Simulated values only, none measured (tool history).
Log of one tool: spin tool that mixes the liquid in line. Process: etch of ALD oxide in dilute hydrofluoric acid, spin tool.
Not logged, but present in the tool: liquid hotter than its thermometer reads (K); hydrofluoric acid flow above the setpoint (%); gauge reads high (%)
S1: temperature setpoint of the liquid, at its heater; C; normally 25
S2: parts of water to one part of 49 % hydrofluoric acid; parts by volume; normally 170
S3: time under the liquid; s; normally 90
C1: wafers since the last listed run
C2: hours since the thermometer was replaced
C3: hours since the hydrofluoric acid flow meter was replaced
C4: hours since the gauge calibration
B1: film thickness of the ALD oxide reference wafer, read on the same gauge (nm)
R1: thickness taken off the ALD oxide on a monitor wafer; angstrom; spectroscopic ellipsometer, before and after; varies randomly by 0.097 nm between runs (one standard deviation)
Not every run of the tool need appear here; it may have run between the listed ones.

run 1 day=0 | S1=21.5 S2=170 S3=90 | C1=0 C2=160.7 C3=1741.6 C4=601.1 | B1=49.97 | R1=100.8
run 2 day=1.846 | S1=21.5 S2=170 S3=90 | C1=528 C2=205 C3=1785.9 C4=645.4 | B1=50.01 | R1=99.9
run 3 day=3.362 | S1=25 S2=170 S3=90 | C1=434 C2=241.4 C3=1822.3 C4=681.8 | B1=49.99 | R1=114.8
run 4 day=5.138 | S1=25 S2=170 S3=90 | C1=508 C2=284 C3=1864.9 C4=724.4 | B1=49.98 | R1=114.8
run 5 day=6.362 | S1=25 S2=170 S3=90 | C1=350 C2=313.4 C3=1894.3 C4=753.8 | B1=49.97 | R1=113.8
run 6 day=7.942 | S1=25 S2=170 S3=90 | C1=452 C2=351.3 C3=1932.2 C4=791.7 | B1=49.97 | R1=115.8
run 7 day=10.808 | S1=25 S2=170 S3=90 | C1=821 C2=420.1 C3=2001 C4=860.5 | B1=50.01 | R1=113.3
run 8 day=13.796 | S1=25 S2=170 S3=90 | C1=855 C2=491.8 C3=2072.7 C4=932.2 | B1=50 | R1=114.7
run 9 day=15.717 | S1=25 S2=215 S3=90 | C1=550 C2=537.9 C3=2118.8 C4=978.3 | B1=50 | R1=86.5
run 10 day=17.662 | S1=25 S2=135 S3=90 | C1=557 C2=584.6 C3=2165.5 C4=1025 | B1=50 | R1=152.9
-- day=18.571 hydrofluoric acid flow meter replaced
run 11 day=19.562 | S1=25 S2=225 S3=110 | C1=532 C2=630.2 C3=23.8 C4=1070.6 | B1=49.98 | R1=99
run 12 day=21.179 | S1=25 S2=225 S3=110 | C1=463 C2=669 C3=62.6 C4=1109.4 | B1=50.01 | R1=97.8
run 13 day=23.879 | S1=25 S2=225 S3=110 | C1=773 C2=733.8 C3=127.4 C4=1174.2 | B1=50 | R1=99
run 14 day=29.871 | S1=25 S2=170 S3=90 | C1=1716 C2=877.6 C3=271.2 C4=1318 | B1=50.04 | R1=114.9
run 15 day=32.808 | S1=25 S2=220 S3=90 | C1=841 C2=948.1 C3=341.7 C4=1388.5 | B1=49.97 | R1=84.6
run 16 day=34.417 | S1=25 S2=220 S3=90 | C1=460 C2=986.7 C3=380.3 C4=1427.1 | B1=50 | R1=83.5
run 17 day=37.175 | S1=25 S2=170 S3=90 | C1=790 C2=1052.9 C3=446.5 C4=1493.3 | B1=49.99 | R1=114.7
run 18 day=39.279 | S1=21.5 S2=205 S3=35 | C1=602 C2=1103.4 C3=497 C4=1543.8 | B1=50.02 | R1=31.1
run 19 day=40.862 | S1=28.5 S2=205 S3=130 | C1=453 C2=1141.4 C3=535 C4=1581.8 | B1=50 | R1=149.2
run 20 day=42.471 | S1=21 S2=170 S3=140 | C1=460 C2=1180 C3=573.6 C4=1620.4 | B1=50.01 | R1=152.3
-- day=43.879 gauge calibrated
run 21 day=43.929 | S1=23.5 S2=235 S3=90 | C1=417 C2=1215 C3=608.6 C4=1.2 | B1=50.01 | R1=72.5
run 22 day=46.262 | S1=22.5 S2=170 S3=140 | C1=668 C2=1271 C3=664.6 C4=57.2 | B1=50.01 | R1=161.4
-- day=47.654 thermometer replaced
run 23 day=48.933 | S1=25 S2=170 S3=90 | C1=753 C2=30.7 C3=728.7 C4=121.3 | B1=49.97 | R1=114.3
run 24 day=50.208 | S1=29 S2=170 S3=90 | C1=365 C2=61.3 C3=759.3 C4=151.9 | B1=50.01 | R1=132.2
run 25 day=51.892 | S1=25 S2=170 S3=90 | C1=482 C2=101.7 C3=799.7 C4=192.3 | B1=50 | R1=113.8
run 26 day=53.404 | S1=25 S2=105 S3=90 | C1=433 C2=138 C3=836 C4=228.6 | B1=50 | R1=197.5
run 27 day=56.217 | S1=25 S2=195 S3=90 | C1=805 C2=205.5 C3=903.5 C4=296.1 | B1=49.98 | R1=96.4
run 28 day=57.325 | S1=25 S2=170 S3=90 | C1=317 C2=232.1 C3=930.1 C4=322.7 | B1=50 | R1=116.4
run 29 day=59.592 | S1=30 S2=170 S3=65 | C1=649 C2=286.5 C3=984.5 C4=377.1 | B1=50.02 | R1=99.2
run 30 day=62.017 | S1=21.5 S2=205 S3=35 | C1=694 C2=344.7 C3=1042.7 C4=435.3 | B1=50 | R1=31.4
run 31 day=63.733 | S1=25 S2=230 S3=90 | C1=491 C2=385.9 C3=1083.9 C4=476.5 | B1=50.02 | R1=79.3
run 32 day=65.908 | S1=25 S2=170 S3=90 | C1=623 C2=438.1 C3=1136.1 C4=528.7 | B1=50 | R1=113.8
run 33 day=67.288 | S1=25 S2=170 S3=90 | C1=395 C2=471.2 C3=1169.2 C4=561.8 | B1=50.01 | R1=116.3
run 34 day=69.212 | S1=25 S2=170 S3=90 | C1=551 C2=517.4 C3=1215.4 C4=608 | B1=50.04 | R1=114.5
run 35 day=70.346 | S1=20.5 S2=170 S3=90 | C1=324 C2=544.6 C3=1242.6 C4=635.2 | B1=50 | R1=97.2

List, for all runs, the conditions of the tool that the log does not record:
liquid hotter than its thermometer reads (K): 0 in every run
hydrofluoric acid flow above the setpoint (%): 0 in every run
gauge reads high (%): 0 in every run
